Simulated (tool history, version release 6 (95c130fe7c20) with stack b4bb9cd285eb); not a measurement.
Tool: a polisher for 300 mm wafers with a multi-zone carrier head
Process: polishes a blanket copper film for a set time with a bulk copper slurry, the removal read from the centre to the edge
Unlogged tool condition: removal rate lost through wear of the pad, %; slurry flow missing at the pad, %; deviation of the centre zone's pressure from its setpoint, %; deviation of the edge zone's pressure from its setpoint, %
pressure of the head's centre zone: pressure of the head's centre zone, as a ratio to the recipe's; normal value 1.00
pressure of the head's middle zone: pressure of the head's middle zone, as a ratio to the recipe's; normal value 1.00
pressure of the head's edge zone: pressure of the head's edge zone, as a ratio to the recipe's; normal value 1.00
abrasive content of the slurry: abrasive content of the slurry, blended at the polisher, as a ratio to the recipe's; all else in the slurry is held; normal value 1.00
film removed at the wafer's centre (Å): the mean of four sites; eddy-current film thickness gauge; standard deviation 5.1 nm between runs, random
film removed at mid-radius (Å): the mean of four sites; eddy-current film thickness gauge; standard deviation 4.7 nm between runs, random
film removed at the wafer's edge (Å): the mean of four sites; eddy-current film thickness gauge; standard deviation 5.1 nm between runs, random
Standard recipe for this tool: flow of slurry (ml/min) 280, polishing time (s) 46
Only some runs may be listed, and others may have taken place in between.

run    hour  flow of slurry (ml/min)  pressure of the head's centre zone  pressure of the head's middle zone  pressure of the head's edge zone  abrasive content of the slurry  polishing time (s)  wafers since the last listed run  wafers polished on this pad  hours since the slurry nozzle was cleaned  hours since the centre zone pressure was calibrated  hours since the edge zone pressure was calibrated  hours since the carrier head's membrane was replaced  incoming thickness of the incoming film, nm  film removed at the wafer's centre (Å)  film removed at mid-radius (Å)  film removed at the wafer's edge (Å)
  1     0.0                      280                                1.00                                1.00                              1.00                            0.90                  46                                 0                         4820                                      495.9                                                185.8                                              536.7                                                 862.4                                       2645.4                                    4823                            4803                                  4745
  2    58.0                      280                                1.00                                1.00                              1.00                            1.00                  42                               683                         5503                                      553.9                                                243.8                                              594.7                                                 920.4                                       2679.0                                    4406                            4393                                  4326
       86.5  -- carrier head's membrane replaced by a new one, of another model than before
  3   150.1                      250                                1.00                                1.09                              1.00                            1.00                  46                              1025                         6529                                      646.0                                                335.9                                              686.8                                                  63.6                                       2684.6                                    4666                            4881                                  4682
  4   202.4                      375                                0.92                                1.00                              0.95                            1.00                  46                               615                         7145                                      698.3                                                388.2                                              739.1                                                 115.9                                       2631.0                                    4560                            5007                                  4830
      252.8  -- slurry nozzle cleaned
  5   285.4                      280                                1.00                                1.00                              1.00                            1.00                  46                               965                         8110                                       32.6                                                471.2                                              822.1                                                 198.9                                       2669.0                                    5191                            5096                                  4968
      305.2  -- worn pad replaced by a new one
  6   338.4                      280                                1.00                                1.00                              1.00                            1.00                  46                               577                          390                                       85.6                                                524.2                                              875.1                                                 251.9                                       2643.1                                    5038                            5115                                  4927
  7   387.5                      280                                1.00                                1.10                              1.00                            1.00                  39                               578                          968                                      134.7                                                573.3                                              924.2                                                 301.0                                       2661.3                                    4204                            4470                                  4126
  8   475.4                      280                                1.00                                1.00                              1.11                            1.00                  46                              1035                         2004                                      222.6                                                661.2                                             1012.1                                                 388.9                                       2625.4                                    4850                            4902                                  4953
  9   570.9                      280                                1.00                                1.09                              1.00                            0.80                  46                              1124                         3128                                      318.1                                                756.7                                             1107.6                                                 484.4                                       2673.8                                    4731                            4967                                  4625
 10   642.5                      215                                1.00                                1.00                              1.04                            1.00                  46                               843                         3971                                      389.7                                                828.3                                             1179.2                                                 556.0                                       2648.3                                    4433                            4596                                  4614
 11   744.7                      280                                0.92                                1.00                              1.00                            0.70                  46                              1203                         5175                                      491.9                                                930.5                                             1281.4                                                 658.2                                       2680.8                                    4175                            4550                                  4526
      814.4  -- edge zone pressure recalibrated
 12   832.3                      380                                1.00                                1.00                              1.06                            1.00                  46                              1008                         6183                                      579.5                                               1018.1                                               17.9                                                 745.8                                       2629.3                                    5038                            4972                                  4985
      851.9  -- centre zone pressure recalibrated
      890.3  -- worn pad replaced by a new one
 13   904.5                      240                                1.00                                1.00                              0.92                            0.75                  37                               779                          167                                      651.7                                                 52.6                                               90.1                                                 818.0                                       2667.3                                    3537                            3550                                  3521
 14   967.7                      360                                1.10                                1.00                              1.00                            1.30                  60                               744                          911                                      714.9                                                115.8                                              153.3                                                 881.2                                       2665.3                                    7474                            6606                                  6419
      987.5  -- slurry nozzle cleaned
 15  1056.8                      280                                1.00                                1.00                              1.05                            1.00                  62                              1037                         1949                                       69.3                                                204.9                                              242.4                                                 970.3                                       2642.3                                    6978                            6920                                  6794
     1138.7  -- carrier head's membrane replaced by a new one
 16  1374.7                      280                                1.00                                1.00                              1.00                            1.00                  46                              3684                         5634                                      387.2                                                522.8                                              560.3                                                 236.0                                       2624.0                                    4864                            4881                                  4840
 17  1463.1                      280                                1.00                                1.00                              1.00                            1.00                  46                              1041                         6675                                      475.6                                                611.2                                              648.7                                                 324.4                                       2676.9                                    4866                            4808                                  4816

For run 18, what comes out?
 18  1526.8                      280                                1.00                                1.00                              1.00                            1.00                  46                               750                         7425                                      539.3                                                674.9                                              712.4                                                 388.1                                       2666.9                                       ?                               ?                                     ?

{"run 18": {"film removed at the wafer's centre (Å)": 4839, "film removed at mid-radius (Å)": 4794, "film removed at the wafer's edge (Å)": 4809}}
On a tool with no hidden condition, and with the same random variation, this run would have come out at film removed at the wafer's centre (Å) 5273, film removed at mid-radius (Å) 5175, film removed at the wafer's edge (Å) 5090.
